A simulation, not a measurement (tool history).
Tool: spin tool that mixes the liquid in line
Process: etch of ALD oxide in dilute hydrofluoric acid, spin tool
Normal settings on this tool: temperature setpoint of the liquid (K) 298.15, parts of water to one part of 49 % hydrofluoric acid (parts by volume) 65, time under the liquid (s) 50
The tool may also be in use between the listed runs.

run	hour	temperature setpoint of the liquid (K)	parts of water to one part of 49 % hydrofluoric acid (parts by volume)	time under the liquid (s)	wafers since the last listed run	hours since the thermometer was replaced	hours since the hydrofluoric acid flow meter was replaced	hours since the gauge calibration	read-back film thickness of the ALD oxide reference wafer, read on the same gauge (nm)	thickness taken off the ALD oxide on a monitor wafer (angstrom)
1	0.0	301.65	65	50	0	2432.1	265.5	1815.6	149.96	126.9
2	68.9	298.15	65	40	1055	2501.0	334.4	1884.5	150.02	88.1
# hour 209.4: thermometer replaced
3	240.3	298.15	65	40	2611	30.9	505.8	2055.9	150.03	94.7
4	280.8	298.15	65	40	620	71.4	546.3	2096.4	149.98	94.7
5	309.1	297.15	55	50	433	99.7	574.6	2124.7	149.98	136.1
# hour 313.1: hydrofluoric acid flow meter replaced
6	375.4	297.15	55	50	1000	166.0	62.3	2191.0	149.97	133.3
7	413.9	297.15	55	50	589	204.5	100.8	2229.5	150.04	132.6
# hour 444.4: gauge calibrated
8	471.9	298.15	50	50	888	262.5	158.8	27.5	149.99	154.7
9	557.9	298.15	65	50	1317	348.5	244.8	113.5	149.98	116.9
10	620.9	298.15	65	50	965	411.5	307.8	176.5	149.97	117.3
11	692.8	298.15	65	50	1101	483.4	379.7	248.4	150.02	117.5
12	763.5	294.65	45	65	1083	554.1	450.4	319.1	150.02	193.3
13	794.8	298.15	65	50	479	585.4	481.7	350.4	150.03	117.5
14	836.6	302.65	80	80	640	627.2	523.5	392.2	150.02	178.1
15	908.0	298.15	90	35	1094	698.6	594.9	463.6	149.94	57.5
16	955.7	298.15	65	50	730	746.3	642.6	511.3	150.02	118.7
# hour 966.7: hydrofluoric acid flow meter replaced
17	999.1	294.65	45	65	649	789.7	32.4	554.7	150.00	188.0
18	1044.5	297.15	55	50	695	835.1	77.8	600.1	150.01	131.2
19	1075.5	298.15	65	60	475	866.1	108.8	631.1	149.97	137.1
20	1099.6	298.15	65	50	369	890.2	132.9	655.2	150.04	113.6
21	1189.4	294.15	65	80	1376	980.0	222.7	745.0	150.00	154.9
22	1216.3	300.15	40	60	412	1006.9	249.6	771.9	150.00	247.4
23	1260.5	296.15	65	50	677	1051.1	293.8	816.1	149.99	105.1
24	1287.4	298.15	45	30	412	1078.0	320.7	843.0	150.02	102.1
25	1423.1	298.15	45	30	2079	1213.7	456.4	978.7	150.02	101.9
26	1467.8	295.15	75	50	685	1258.4	501.1	1023.4	149.99	85.8
27	1528.7	298.15	65	50	933	1319.3	562.0	1084.3	150.02	115.5
# hour 1534.1: hydrofluoric acid flow meter replaced
28	1563.4	300.15	35	20	516	1354.0	29.3	1119.0	150.02	93.7
29	1609.1	294.65	65	50	700	1399.7	75.0	1164.7	150.00	96.5
30	1677.9	300.65	85	65	1054	1468.5	143.8	1233.5	149.99	120.9
31	1720.7	298.15	65	50	655	1511.3	186.6	1276.3	150.02	112.7
32	1754.3	302.15	90	60	514	1544.9	220.2	1309.9	149.96	110.7
33	1800.0	298.15	65	50	700	1590.6	265.9	1355.6	150.03	113.0
34	1826.1	300.65	65	50	399	1616.7	292.0	1381.7	150.01	125.3
35	1869.2	298.15	65	30	660	1659.8	335.1	1424.8	149.97	67.5

Consider 3 possible next runs. They are alternatives, not a sequence: every one starts from the tool as it was left by run 35. What does each give?
A	1869.6	298.15	65	25	6	1660.2	335.5	1425.2	?	?
B	1869.6	300.15	50	80	6	1660.2	335.5	1425.2	?	?
C	1869.6	300.15	50	70	6	1660.2	335.5	1425.2	?	?

run	read-back film thickness of the ALD oxide reference wafer, read on the same gauge (nm)	thickness taken off the ALD oxide on a monitor wafer (angstrom)
A	149.99	56.4
B	149.99	259.5
C	149.99	227.1
What these runs would have given with no unlogged condition in the tool:
run	thickness taken off the ALD oxide on a monitor wafer (angstrom)
A	57.5
B	264.6
C	231.6

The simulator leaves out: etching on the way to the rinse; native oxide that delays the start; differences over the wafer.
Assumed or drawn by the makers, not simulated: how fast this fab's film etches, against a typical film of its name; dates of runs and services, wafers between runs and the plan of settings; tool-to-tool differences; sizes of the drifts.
